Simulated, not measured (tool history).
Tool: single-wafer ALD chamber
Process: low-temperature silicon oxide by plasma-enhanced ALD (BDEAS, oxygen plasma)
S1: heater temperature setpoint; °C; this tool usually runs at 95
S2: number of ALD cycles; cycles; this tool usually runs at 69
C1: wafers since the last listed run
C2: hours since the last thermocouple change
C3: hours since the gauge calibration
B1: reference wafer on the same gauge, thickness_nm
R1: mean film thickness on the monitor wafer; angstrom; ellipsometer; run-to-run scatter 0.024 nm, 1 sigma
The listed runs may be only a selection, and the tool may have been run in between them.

run,day,S1,S2,C1,C2,C3,B1,R1
1,0.000,95,77,0,2248.5,133.1,11.287,105.83
2,0.592,95,69,42,2262.7,147.3,11.282,95.17
3,1.238,98,64,46,2278.2,162.8,11.289,86.87
4,1.938,98,64,50,2295.0,179.6,11.296,87.13
5,2.496,95,69,40,2308.4,193.0,11.301,94.57
6,3.692,95,69,86,2337.1,221.7,11.300,95.08
7,3.979,95,69,20,2344.0,228.6,11.300,95.33
8,4.438,95,69,33,2355.0,239.6,11.303,94.88
9,5.033,95,69,43,2369.3,253.9,11.310,94.99
10,5.375,87,69,24,2377.5,262.1,11.312,97.58
# day 6.096: thermocouple changed; heater temperature recalibrated
11,6.117,95,75,29,0.5,279.9,11.315,103.09
12,6.275,95,75,11,4.3,283.7,11.309,103.47
13,6.850,105,69,41,18.1,297.5,11.318,92.74
14,7.329,105,69,34,29.6,309.0,11.313,92.62
15,7.950,101,58,45,44.5,323.9,11.324,78.55
16,8.642,90,56,50,61.1,340.5,11.321,78.24

Forecast run 17:
17,9.208,95,69,41,74.7,354.1,?,?

{"run 17": {"B1": 11.317, "R1": 95.33}}
Minus the tool's unlogged condition, the same run would have read R1 94.32 angstrom.
